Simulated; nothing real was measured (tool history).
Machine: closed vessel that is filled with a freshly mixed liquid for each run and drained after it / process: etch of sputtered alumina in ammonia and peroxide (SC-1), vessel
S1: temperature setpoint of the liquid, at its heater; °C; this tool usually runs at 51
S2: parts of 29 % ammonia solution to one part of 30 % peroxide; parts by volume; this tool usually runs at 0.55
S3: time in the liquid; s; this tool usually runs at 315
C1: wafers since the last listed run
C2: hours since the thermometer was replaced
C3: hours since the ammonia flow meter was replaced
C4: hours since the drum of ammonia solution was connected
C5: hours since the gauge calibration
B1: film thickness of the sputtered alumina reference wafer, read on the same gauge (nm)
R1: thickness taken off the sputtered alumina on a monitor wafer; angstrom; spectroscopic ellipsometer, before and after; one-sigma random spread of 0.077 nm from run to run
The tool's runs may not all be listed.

Run 1, day 0: usual settings but S2 0.45 parts by volume; C1 0; C2 2088.5; C3 1079.5; C4 705.4; C5 1679.7; B1 30. Result: R1 176 angstrom.
At day 0.462: new drum of ammonia solution connected.
Run 2, day 8.679: usual settings but S2 0.45 parts by volume; C1 24893; C2 2296.8; C3 1287.8; C4 197.2; C5 1888; B1 30.01. Result: R1 174.3 angstrom.
Run 3, day 13.171: usual settings but S2 0.45 parts by volume; C1 12945; C2 2404.6; C3 1395.6; C4 305; C5 1995.8; B1 29.99. Result: R1 174.9 angstrom.
Run 4, day 17.312: usual settings; C1 11936; C2 2504; C3 1495; C4 404.4; C5 2095.2; B1 30. Result: R1 178.8 angstrom.
Run 5, day 20.479: usual settings; C1 9126; C2 2580; C3 1571; C4 480.4; C5 2171.2; B1 30. Result: R1 178.2 angstrom.
Run 6, day 22.3: usual settings; C1 5247; C2 2623.7; C3 1614.7; C4 524.1; C5 2214.9; B1 30. Result: R1 177.9 angstrom.
Run 7, day 26.583: usual settings; C1 12344; C2 2726.5; C3 1717.5; C4 626.9; C5 2317.7; B1 29.98. Result: R1 177.1 angstrom.
At day 28.262: new drum of ammonia solution connected.
Run 8, day 29.9: usual settings but S2 0.75 parts by volume, S3 445 s; C1 9438; C2 2806.1; C3 1797.1; C4 39.3; C5 2397.3; B1 30. Result: R1 256.4 angstrom.
At day 30.854: gauge calibrated.
Run 9, day 31.733: usual settings but S2 0.75 parts by volume, S3 445 s; C1 5283; C2 2850.1; C3 1841.1; C4 83.3; C5 21.1; B1 29.99. Result: R1 256.5 angstrom.
Run 10, day 34.85: usual settings; C1 8982; C2 2924.9; C3 1915.9; C4 158.1; C5 95.9; B1 29.98. Result: R1 177.2 angstrom.
At day 35.4: thermometer replaced.
At day 36.196: ammonia flow meter replaced.
Run 11, day 36.692: usual settings but S1 43.5 °C, S2 0.7 parts by volume; C1 5067; C2 31; C3 11.9; C4 202.3; C5 140.1; B1 30.01. Result: R1 124.8 angstrom.
Run 12, day 40.617: usual settings but S1 56.5 °C, S2 0.4 parts by volume, S3 155 s; C1 11312; C2 125.2; C3 106.1; C4 296.5; C5 234.3; B1 29.98. Result: R1 118.9 angstrom.
Run 13, day 43.454: usual settings but S1 47 °C, S2 0.3 parts by volume; C1 8177; C2 193.3; C3 174.2; C4 364.6; C5 302.4; B1 30. Result: R1 141.2 angstrom.
Run 14, day 46.033: usual settings; C1 7433; C2 255.2; C3 236.1; C4 426.5; C5 364.3; B1 30. Result: R1 185.1 angstrom.
Run 15, day 48.842: usual settings; C1 8093; C2 322.6; C3 303.5; C4 493.9; C5 431.7; B1 30.01. Result: R1 184.8 angstrom.

The next listed run, before its measurement:
Run 16, day 52.125: usual settings but S1 43 °C, S2 0.85 parts by volume, S3 145 s; C1 9462; C2 401.4; C3 382.3; C4 572.7; C5 510.5; B1 ?. Result: R1 ?.

B1: 29.99
R1: 56.5 angstrom
The same run, on a tool lacking any hidden state, would have yielded R1 57.7 angstrom.
